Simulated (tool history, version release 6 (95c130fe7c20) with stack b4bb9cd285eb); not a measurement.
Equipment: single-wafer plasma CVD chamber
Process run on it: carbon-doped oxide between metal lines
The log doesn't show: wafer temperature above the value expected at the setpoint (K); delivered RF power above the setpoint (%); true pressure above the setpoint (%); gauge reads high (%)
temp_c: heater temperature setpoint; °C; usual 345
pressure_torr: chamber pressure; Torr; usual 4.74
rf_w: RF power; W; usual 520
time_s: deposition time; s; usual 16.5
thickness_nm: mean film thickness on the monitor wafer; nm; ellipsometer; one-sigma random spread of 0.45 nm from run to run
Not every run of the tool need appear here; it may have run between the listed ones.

run,hour,temp_c,pressure_torr,rf_w,time_s,wafers since the last listed run,hours since the last thermocouple change,hours since the last RF generator calibration,hours since the last manometer calibration,hours since the showerhead was replaced,hours since the gauge calibration,"read-back reference wafer on the same gauge, thickness_nm",thickness_nm
1,0.0,333,4.74,520,16.5,0,1052.0,875.0,308.7,4349.1,430.1,87.154,86.873
2,55.7,333,4.74,520,16.5,1397,1107.7,930.7,364.4,4404.8,485.8,87.432,87.180
3,146.4,345,4.74,520,16.5,2275,1198.4,1021.4,455.1,4495.5,576.5,87.619,84.467
4,197.0,345,4.74,520,16.5,1269,1249.0,1072.0,505.7,4546.1,627.1,88.014,85.083
5,297.5,345,4.74,520,16.5,2521,1349.5,1172.5,606.2,4646.6,727.6,88.423,84.436
6,392.4,345,4.74,520,15.5,2380,1444.4,1267.4,701.1,4741.5,822.5,88.850,80.865
# hour 472.0: gauge calibrated
7,496.6,345,4.74,520,15.5,2613,1548.6,1371.6,805.3,4845.7,24.6,86.051,78.270
8,550.5,345,4.74,520,16.5,1352,1602.5,1425.5,859.2,4899.6,78.5,86.230,83.243
9,650.5,345,4.74,520,16.5,2508,1702.5,1525.5,959.2,4999.6,178.5,86.036,83.737
10,708.5,345,4.74,520,16.5,1454,1760.5,1583.5,1017.2,5057.6,236.5,86.247,82.859
# hour 734.6: showerhead replaced
# hour 737.5: thermocouple changed; heater temperature recalibrated
11,777.7,338,4.74,520,14.6,1463,40.2,1652.7,1086.4,43.1,305.7,86.483,75.702
12,835.8,339,5.47,580,15.3,1457,98.3,1710.8,1144.5,101.2,363.8,86.575,87.036
13,899.0,345,4.74,520,16.5,1585,161.5,1774.0,1207.7,164.4,427.0,86.608,83.856
# hour 922.6: capacitance manometer re-zeroed and calibrated
# hour 943.4: RF generator calibrated
14,947.7,345,4.74,520,13.4,820,210.2,4.3,25.1,213.1,475.7,86.973,68.636
15,985.3,345,5.62,520,16.5,943,247.8,41.9,62.7,250.7,513.3,87.044,85.736
16,1090.2,345,3.62,455,19.8,2631,352.7,146.8,167.6,355.6,618.2,87.409,86.428
17,1167.5,357,4.40,480,14.0,1939,430.0,224.1,244.9,432.9,695.5,87.812,64.494
18,1264.3,352,5.80,425,17.4,2428,526.8,320.9,341.7,529.7,792.3,88.276,75.243
19,1332.9,345,4.74,520,16.5,1720,595.4,389.5,410.3,598.3,860.9,88.654,86.420
# hour 1419.3: gauge calibrated
20,1439.4,345,4.74,520,16.5,2671,701.9,496.0,516.8,704.8,20.1,86.357,83.312

Forecast each of these 4 alternatives for the next run:
A,1439.8,345,4.74,520,16.5,10,702.3,496.4,517.2,705.2,20.5,?,?
B,1439.8,345,5.56,520,16.5,10,702.3,496.4,517.2,705.2,20.5,?,?
C,1439.8,338,4.74,565,16.5,10,702.3,496.4,517.2,705.2,20.5,?,?
D,1439.8,355,5.48,425,16.5,10,702.3,496.4,517.2,705.2,20.5,?,?

run,"read-back reference wafer on the same gauge, thickness_nm",thickness_nm
A,86.432,83.777
B,86.432,85.568
C,86.432,91.358
D,86.432,68.904
Without the tool's unlogged condition, the same runs would have read:
run,thickness_nm
A,83.488
B,85.273
C,91.043
D,68.667

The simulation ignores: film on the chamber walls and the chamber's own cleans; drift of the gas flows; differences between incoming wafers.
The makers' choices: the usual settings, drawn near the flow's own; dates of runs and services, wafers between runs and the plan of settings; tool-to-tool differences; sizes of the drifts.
